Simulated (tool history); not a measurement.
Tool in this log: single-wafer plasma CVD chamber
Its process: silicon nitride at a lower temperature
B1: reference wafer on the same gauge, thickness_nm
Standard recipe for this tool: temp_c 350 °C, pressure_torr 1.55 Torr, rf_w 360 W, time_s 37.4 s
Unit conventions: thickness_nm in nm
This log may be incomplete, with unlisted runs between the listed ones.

{"run": 1, "hour": 0.0, "temp_c": 359, "pressure_torr": 1.55, "rf_w": 360, "time_s": 37.4, "B1": 52.588, "thickness_nm": 47.652}
{"run": 2, "hour": 19.6, "temp_c": 359, "pressure_torr": 1.55, "rf_w": 360, "time_s": 37.4, "B1": 52.57, "thickness_nm": 47.727}
{"run": 3, "hour": 38.7, "temp_c": 359, "pressure_torr": 1.55, "rf_w": 360, "time_s": 37.4, "B1": 52.548, "thickness_nm": 47.568}
{"run": 4, "hour": 72.5, "temp_c": 350, "pressure_torr": 1.55, "rf_w": 360, "time_s": 37.4, "B1": 52.591, "thickness_nm": 47.595}
{"hour": 88.7, "done": "gauge calibrated"}
{"run": 5, "hour": 94.5, "temp_c": 350, "pressure_torr": 1.55, "rf_w": 360, "time_s": 37.4, "B1": 52.58, "thickness_nm": 47.406}
{"run": 6, "hour": 111.1, "temp_c": 350, "pressure_torr": 1.55, "rf_w": 360, "time_s": 37.4, "B1": 52.632, "thickness_nm": 47.246}
{"run": 7, "hour": 123.1, "temp_c": 350, "pressure_torr": 1.55, "rf_w": 360, "time_s": 37.4, "B1": 52.569, "thickness_nm": 47.183}
{"run": 8, "hour": 137.6, "temp_c": 350, "pressure_torr": 1.55, "rf_w": 360, "time_s": 37.4, "B1": 52.616, "thickness_nm": 47.234}
{"run": 9, "hour": 172.8, "temp_c": 350, "pressure_torr": 1.55, "rf_w": 360, "time_s": 37.4, "B1": 52.576, "thickness_nm": 47.079}
{"hour": 212.7, "done": "RF generator calibrated"}
{"run": 10, "hour": 213.2, "temp_c": 350, "pressure_torr": 1.77, "rf_w": 360, "time_s": 37.4, "B1": 52.612, "thickness_nm": 51.065}
{"run": 11, "hour": 226.8, "temp_c": 350, "pressure_torr": 1.55, "rf_w": 360, "time_s": 37.4, "B1": 52.598, "thickness_nm": 48.779}
{"run": 12, "hour": 242.6, "temp_c": 350, "pressure_torr": 1.55, "rf_w": 360, "time_s": 37.4, "B1": 52.601, "thickness_nm": 48.82}
{"hour": 265.6, "done": "thermocouple changed; heater temperature recalibrated"}
{"run": 13, "hour": 272.2, "temp_c": 357, "pressure_torr": 1.55, "rf_w": 360, "time_s": 33.9, "B1": 52.561, "thickness_nm": 44.017}
{"run": 14, "hour": 298.5, "temp_c": 340, "pressure_torr": 1.75, "rf_w": 360, "time_s": 40.5, "B1": 52.636, "thickness_nm": 54.803}
{"run": 15, "hour": 322.4, "temp_c": 350, "pressure_torr": 1.55, "rf_w": 335, "time_s": 37.4, "B1": 52.583, "thickness_nm": 46.883}
{"run": 16, "hour": 336.1, "temp_c": 350, "pressure_torr": 1.55, "rf_w": 360, "time_s": 37.4, "B1": 52.626, "thickness_nm": 48.655}
{"run": 17, "hour": 348.8, "temp_c": 337, "pressure_torr": 1.55, "rf_w": 360, "time_s": 37.4, "B1": 52.623, "thickness_nm": 48.66}
{"run": 18, "hour": 381.0, "temp_c": 350, "pressure_torr": 1.28, "rf_w": 360, "time_s": 37.4, "B1": 52.611, "thickness_nm": 45.56}
{"hour": 393.4, "done": "capacitance manometer re-zeroed and calibrated"}
{"hour": 397.7, "done": "gauge calibrated"}
{"hour": 426.6, "done": "showerhead replaced"}
{"run": 19, "hour": 443.3, "temp_c": 350, "pressure_torr": 1.55, "rf_w": 360, "time_s": 37.4, "B1": 52.594, "thickness_nm": 50.018}
{"run": 20, "hour": 462.6, "temp_c": 363, "pressure_torr": 1.23, "rf_w": 335, "time_s": 39.4, "B1": 52.59, "thickness_nm": 46.863}
{"run": 21, "hour": 477.9, "temp_c": 350, "pressure_torr": 1.55, "rf_w": 290, "time_s": 31.3, "B1": 52.629, "thickness_nm": 37.273}
{"run": 22, "hour": 497.8, "temp_c": 337, "pressure_torr": 1.87, "rf_w": 420, "time_s": 31.1, "B1": 52.601, "thickness_nm": 47.774}
{"run": 23, "hour": 511.4, "temp_c": 335, "pressure_torr": 1.55, "rf_w": 360, "time_s": 44.8, "B1": 52.59, "thickness_nm": 60.258}
{"run": 24, "hour": 533.7, "temp_c": 350, "pressure_torr": 1.55, "rf_w": 305, "time_s": 37.4, "B1": 52.591, "thickness_nm": 45.797}

Consider 5 possible next runs. They are alternatives, not a sequence: every one starts from the tool as it was left by run 24. What does each give?
{"run": "A", "hour": 534.1, "temp_c": 350, "pressure_torr": 1.55, "rf_w": 380, "time_s": 37.4, "B1": "?", "thickness_nm": "?"}
{"run": "B", "hour": 534.1, "temp_c": 342, "pressure_torr": 1.85, "rf_w": 430, "time_s": 35.3, "B1": "?", "thickness_nm": "?"}
{"run": "C", "hour": 534.1, "temp_c": 355, "pressure_torr": 1.18, "rf_w": 315, "time_s": 30.9, "B1": "?", "thickness_nm": "?"}
{"run": "D", "hour": 534.1, "temp_c": 338, "pressure_torr": 1.55, "rf_w": 390, "time_s": 30.3, "B1": "?", "thickness_nm": "?"}
{"run": "E", "hour": 534.1, "temp_c": 336, "pressure_torr": 1.55, "rf_w": 360, "time_s": 34.5, "B1": "?", "thickness_nm": "?"}

run=A B1=52.612 thickness_nm=51.270
run=B B1=52.612 thickness_nm=54.513
run=C B1=52.612 thickness_nm=35.139
run=D B1=52.612 thickness_nm=42.290
run=E B1=52.612 thickness_nm=46.203
Take away the tool's hidden state, keep each run's random variation, and the runs would have read:
run=A thickness_nm=51.740
run=B thickness_nm=54.979
run=C thickness_nm=35.473
run=D thickness_nm=42.678
run=E thickness_nm=46.627
